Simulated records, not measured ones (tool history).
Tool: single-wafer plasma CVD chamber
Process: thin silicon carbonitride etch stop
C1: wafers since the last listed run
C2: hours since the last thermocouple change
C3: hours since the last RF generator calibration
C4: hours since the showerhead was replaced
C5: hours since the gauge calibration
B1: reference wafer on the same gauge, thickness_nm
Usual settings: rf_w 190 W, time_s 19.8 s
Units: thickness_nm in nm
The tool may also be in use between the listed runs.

Run 1, hour 0.0: usual settings; C1 0; C2 1081.0; C3 2024.6; C4 6927.0; C5 562.7; B1 13.007. Result: thickness_nm 11.654 nm.
Run 2, hour 57.5: usual settings; C1 1729; C2 1138.5; C3 2082.1; C4 6984.5; C5 620.2; B1 13.011. Result: thickness_nm 11.791 nm.
Run 3, hour 224.0: usual settings but time_s 20.8 s; C1 5007; C2 1305.0; C3 2248.6; C4 7151.0; C5 786.7; B1 13.010. Result: thickness_nm 12.381 nm.
Run 4, hour 289.5: usual settings but time_s 20.8 s; C1 1969; C2 1370.5; C3 2314.1; C4 7216.5; C5 852.2; B1 13.006. Result: thickness_nm 12.387 nm.
Run 5, hour 314.9: usual settings but time_s 20.8 s; C1 763; C2 1395.9; C3 2339.5; C4 7241.9; C5 877.6; B1 12.990. Result: thickness_nm 12.298 nm.
Run 6, hour 384.4: usual settings but time_s 21.6 s; C1 2090; C2 1465.4; C3 2409.0; C4 7311.4; C5 947.1; B1 13.008. Result: thickness_nm 12.872 nm.
At hour 437.4: showerhead replaced.
Run 7, hour 437.9: usual settings but rf_w 205 W; C1 1368; C2 1518.9; C3 2462.5; C4 0.5; C5 1000.6; B1 13.008. Result: thickness_nm 11.968 nm.
Run 8, hour 481.4: usual settings but rf_w 205 W; C1 1308; C2 1562.4; C3 2506.0; C4 44.0; C5 1044.1; B1 13.021. Result: thickness_nm 11.901 nm.
Run 9, hour 525.7: usual settings but rf_w 170 W, time_s 21.5 s; C1 1332; C2 1606.7; C3 2550.3; C4 88.3; C5 1088.4; B1 12.978. Result: thickness_nm 12.460 nm.
At hour 549.4: thermocouple changed; heater temperature recalibrated.
Run 10, hour 573.9: usual settings but rf_w 170 W, time_s 21.5 s; C1 1208; C2 24.5; C3 2598.5; C4 136.5; C5 1136.6; B1 12.988. Result: thickness_nm 12.449 nm.
At hour 597.4: gauge calibrated.
Run 11, hour 608.1: usual settings but rf_w 170 W, time_s 21.5 s; C1 1028; C2 58.7; C3 2632.7; C4 170.7; C5 10.7; B1 12.997. Result: thickness_nm 12.442 nm.
Run 12, hour 644.9: usual settings; C1 1106; C2 95.5; C3 2669.5; C4 207.5; C5 47.5; B1 12.997. Result: thickness_nm 11.800 nm.
Run 13, hour 707.7: usual settings; C1 1888; C2 158.3; C3 2732.3; C4 270.3; C5 110.3; B1 12.996. Result: thickness_nm 11.687 nm.
Run 14, hour 736.8: usual settings; C1 875; C2 187.4; C3 2761.4; C4 299.4; C5 139.4; B1 12.995. Result: thickness_nm 11.819 nm.
At hour 769.5: RF generator calibrated.
Run 15, hour 774.0: usual settings but rf_w 220 W, time_s 18.3 s; C1 878; C2 224.6; C3 4.5; C4 336.6; C5 176.6; B1 12.982. Result: thickness_nm 11.294 nm.
Run 16, hour 801.6: usual settings but rf_w 205 W; C1 829; C2 252.2; C3 32.1; C4 364.2; C5 204.2; B1 12.995. Result: thickness_nm 11.951 nm.
Run 17, hour 865.9: usual settings but rf_w 220 W, time_s 18.2 s; C1 1933; C2 316.5; C3 96.4; C4 428.5; C5 268.5; B1 13.009. Result: thickness_nm 11.193 nm.
Run 18, hour 936.1: usual settings but rf_w 160 W; C1 2111; C2 386.7; C3 166.6; C4 498.7; C5 338.7; B1 13.022. Result: thickness_nm 11.225 nm.
Run 19, hour 985.0: usual settings; C1 1470; C2 435.6; C3 215.5; C4 547.6; C5 387.6; B1 12.998. Result: thickness_nm 11.685 nm.
Run 20, hour 1053.7: usual settings but rf_w 180 W, time_s 21.7 s; C1 2065; C2 504.3; C3 284.2; C4 616.3; C5 456.3; B1 12.990. Result: thickness_nm 12.612 nm.
Run 21, hour 1090.9: usual settings but rf_w 225 W, time_s 22.4 s; C1 1118; C2 541.5; C3 321.4; C4 653.5; C5 493.5; B1 13.008. Result: thickness_nm 13.951 nm.
Run 22, hour 1120.2: usual settings but rf_w 165 W, time_s 21.8 s; C1 881; C2 570.8; C3 350.7; C4 682.8; C5 522.8; B1 13.000. Result: thickness_nm 12.411 nm.
Run 23, hour 1151.7: usual settings but rf_w 220 W; C1 947; C2 602.3; C3 382.2; C4 714.3; C5 554.3; B1 13.014. Result: thickness_nm 12.207 nm.
Run 24, hour 1207.0: usual settings; C1 1662; C2 657.6; C3 437.5; C4 769.6; C5 609.6; B1 12.994. Result: thickness_nm 11.704 nm.
Run 25, hour 1274.9: usual settings; C1 2041; C2 725.5; C3 505.4; C4 837.5; C5 677.5; B1 12.993. Result: thickness_nm 11.743 nm.
Run 26, hour 1309.0: usual settings but time_s 17.6 s; C1 1025; C2 759.6; C3 539.5; C4 871.6; C5 711.6; B1 13.010. Result: thickness_nm 10.404 nm.

Hidden state at the last listed run before each entry between runs and at the first one after, where it differs:
Between runs 6 and 7: showerhead replaced (hour 437.4)
  no hidden state differs between the two runs
Between runs 9 and 10: thermocouple changed; heater temperature recalibrated (hour 549.4)
  no hidden state differs between the two runs
Between runs 10 and 11: gauge calibrated (hour 597.4)
  no hidden state differs between the two runs
Between runs 14 and 15: RF generator calibrated (hour 769.5)
  no hidden state differs between the two runs
